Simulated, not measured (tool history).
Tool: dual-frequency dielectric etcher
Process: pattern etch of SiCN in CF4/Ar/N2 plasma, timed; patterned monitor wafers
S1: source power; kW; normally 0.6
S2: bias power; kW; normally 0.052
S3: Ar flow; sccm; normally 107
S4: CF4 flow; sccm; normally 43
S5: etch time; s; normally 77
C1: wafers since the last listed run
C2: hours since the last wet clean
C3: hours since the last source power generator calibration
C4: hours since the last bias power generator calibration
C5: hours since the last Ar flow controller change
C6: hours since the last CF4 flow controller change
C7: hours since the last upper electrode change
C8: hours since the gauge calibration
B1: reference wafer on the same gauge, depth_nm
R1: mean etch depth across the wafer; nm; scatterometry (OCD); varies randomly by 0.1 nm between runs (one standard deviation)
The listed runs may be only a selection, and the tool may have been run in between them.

run 1 hour=0 | S1=0.6 S2=0.052 S3=107 S4=43 S5=77 | C1=0 C2=395.8 C3=2921.2 C4=3812 C5=2079.1 C6=5019.5 C7=2692.9 C8=160 | B1=61.6 | R1=65.4
run 2 hour=7.5 | S1=0.6 S2=0.052 S3=107 S4=43 S5=77 | C1=80 C2=403.3 C3=2928.7 C4=3819.5 C5=2086.6 C6=5027 C7=2700.4 C8=167.5 | B1=61.6 | R1=65.3
run 3 hour=19 | S1=0.65 S2=0.052 S3=107 S4=43 S5=77 | C1=123 C2=414.8 C3=2940.2 C4=3831 C5=2098.1 C6=5038.5 C7=2711.9 C8=179 | B1=61.6 | R1=70.9
run 4 hour=31.7 | S1=0.51 S2=0.052 S3=107 S4=43 S5=77 | C1=136 C2=427.5 C3=2952.9 C4=3843.7 C5=2110.8 C6=5051.2 C7=2724.6 C8=191.7 | B1=61.6 | R1=54.8
run 5 hour=43 | S1=0.51 S2=0.052 S3=107 S4=43 S5=77 | C1=121 C2=438.8 C3=2964.2 C4=3855 C5=2122.1 C6=5062.5 C7=2735.9 C8=203 | B1=61.6 | R1=54.7
run 6 hour=52.2 | S1=0.51 S2=0.052 S3=107 S4=43 S5=77 | C1=98 C2=448 C3=2973.4 C4=3864.2 C5=2131.3 C6=5071.7 C7=2745.1 C8=212.2 | B1=61.6 | R1=54.7
-- hour=59.8 Ar flow controller replaced
-- hour=62.1 bias power generator calibrated
run 7 hour=70.1 | S1=0.6 S2=0.052 S3=107 S4=43 S5=66 | C1=103 C2=465.9 C3=2991.3 C4=8 C5=10.3 C6=5089.6 C7=2763 C8=230.1 | B1=61.6 | R1=55.6
run 8 hour=77.2 | S1=0.6 S2=0.052 S3=107 S4=43 S5=66 | C1=76 C2=473 C3=2998.4 C4=15.1 C5=17.4 C6=5096.7 C7=2770.1 C8=237.2 | B1=61.6 | R1=55.6
run 9 hour=90 | S1=0.6 S2=0.058 S3=87 S4=43 S5=77 | C1=137 C2=485.8 C3=3011.2 C4=27.9 C5=30.2 C6=5109.5 C7=2782.9 C8=250 | B1=61.6 | R1=72.1
-- hour=100.1 source power generator calibrated
run 10 hour=107.1 | S1=0.6 S2=0.058 S3=87 S4=43 S5=77 | C1=140 C2=502.9 C3=7 C4=45 C5=47.3 C6=5126.6 C7=2800 C8=267.1 | B1=61.6 | R1=72
-- hour=107.9 gauge calibrated
-- hour=122.6 CF4 flow controller replaced
-- hour=136.4 wet clean of the chamber
-- hour=140.7 upper electrode replaced
run 11 hour=141.2 | S1=0.54 S2=0.052 S3=100 S4=37 S5=77 | C1=107 C2=4.8 C3=41.1 C4=79.1 C5=81.4 C6=18.6 C7=0.5 C8=33.3 | B1=61.6 | R1=60.7
run 12 hour=141.6 | S1=0.66 S2=0.064 S3=91 S4=50 S5=77 | C1=4 C2=5.2 C3=41.5 C4=79.5 C5=81.8 C6=19 C7=0.9 C8=33.7 | B1=61.6 | R1=86.9
run 13 hour=141.9 | S1=0.6 S2=0.052 S3=107 S4=43 S5=77 | C1=3 C2=5.5 C3=41.8 C4=79.8 C5=82.1 C6=19.3 C7=1.2 C8=34 | B1=61.6 | R1=67.5
run 14 hour=142.2 | S1=0.6 S2=0.052 S3=107 S4=43 S5=77 | C1=3 C2=5.8 C3=42.1 C4=80.1 C5=82.4 C6=19.6 C7=1.5 C8=34.3 | B1=61.6 | R1=67.5
run 15 hour=154.7 | S1=0.67 S2=0.048 S3=107 S4=36 S5=77 | C1=134 C2=18.3 C3=54.6 C4=92.6 C5=94.9 C6=32.1 C7=14 C8=46.8 | B1=61.6 | R1=71.7
run 16 hour=161.2 | S1=0.6 S2=0.043 S3=92 S4=34 S5=99 | C1=69 C2=24.8 C3=61.1 C4=99.1 C5=101.4 C6=38.6 C7=20.5 C8=53.3 | B1=61.6 | R1=81.4
run 17 hour=172.8 | S1=0.6 S2=0.04 S3=99 S4=43 S5=77 | C1=124 C2=36.4 C3=72.7 C4=110.7 C5=113 C6=50.2 C7=32.1 C8=64.9 | B1=61.6 | R1=61.6
run 18 hour=179.3 | S1=0.6 S2=0.052 S3=107 S4=43 S5=77 | C1=69 C2=42.9 C3=79.2 C4=117.2 C5=119.5 C6=56.7 C7=38.6 C8=71.4 | B1=61.6 | R1=67.4
run 19 hour=197.2 | S1=0.69 S2=0.059 S3=86 S4=43 S5=63.5 | C1=192 C2=60.8 C3=97.1 C4=135.1 C5=137.4 C6=74.6 C7=56.5 C8=89.3 | B1=61.6 | R1=72
run 20 hour=208.7 | S1=0.6 S2=0.062 S3=107 S4=43 S5=77 | C1=123 C2=72.3 C3=108.6 C4=146.6 C5=148.9 C6=86.1 C7=68 C8=100.8 | B1=61.6 | R1=72.6
run 21 hour=219.5 | S1=0.47 S2=0.057 S3=132 S4=47 S5=77 | C1=115 C2=83.1 C3=119.4 C4=157.4 C5=159.7 C6=96.9 C7=78.8 C8=111.6 | B1=61.6 | R1=51.4
run 22 hour=234.6 | S1=0.71 S2=0.046 S3=94 S4=35 S5=77 | C1=162 C2=98.2 C3=134.5 C4=172.5 C5=174.8 C6=112 C7=93.9 C8=126.7 | B1=61.6 | R1=77

Predict each of these 3 candidate next runs independently; none follows another, all start after run 22:
run A hour=235 | S1=0.6 S2=0.052 S3=107 S4=43 S5=77 | C1=4 C2=98.6 C3=134.9 C4=172.9 C5=175.2 C6=112.4 C7=94.3 C8=127.1 | B1=? | R1=?
run B hour=235 | S1=0.51 S2=0.06 S3=90 S4=43 S5=88.5 | C1=4 C2=98.6 C3=134.9 C4=172.9 C5=175.2 C6=112.4 C7=94.3 C8=127.1 | B1=? | R1=?
run C hour=235 | S1=0.74 S2=0.052 S3=98 S4=51 S5=89 | C1=4 C2=98.6 C3=134.9 C4=172.9 C5=175.2 C6=112.4 C7=94.3 C8=127.1 | B1=? | R1=?

run=A B1=61.6 R1=67
run=B B1=61.6 R1=72.1
run=C B1=61.6 R1=100.7
Had the tool no hidden state, the same runs would have come out as:
run=A R1=67.2
run=B R1=72.3
run=C R1=101

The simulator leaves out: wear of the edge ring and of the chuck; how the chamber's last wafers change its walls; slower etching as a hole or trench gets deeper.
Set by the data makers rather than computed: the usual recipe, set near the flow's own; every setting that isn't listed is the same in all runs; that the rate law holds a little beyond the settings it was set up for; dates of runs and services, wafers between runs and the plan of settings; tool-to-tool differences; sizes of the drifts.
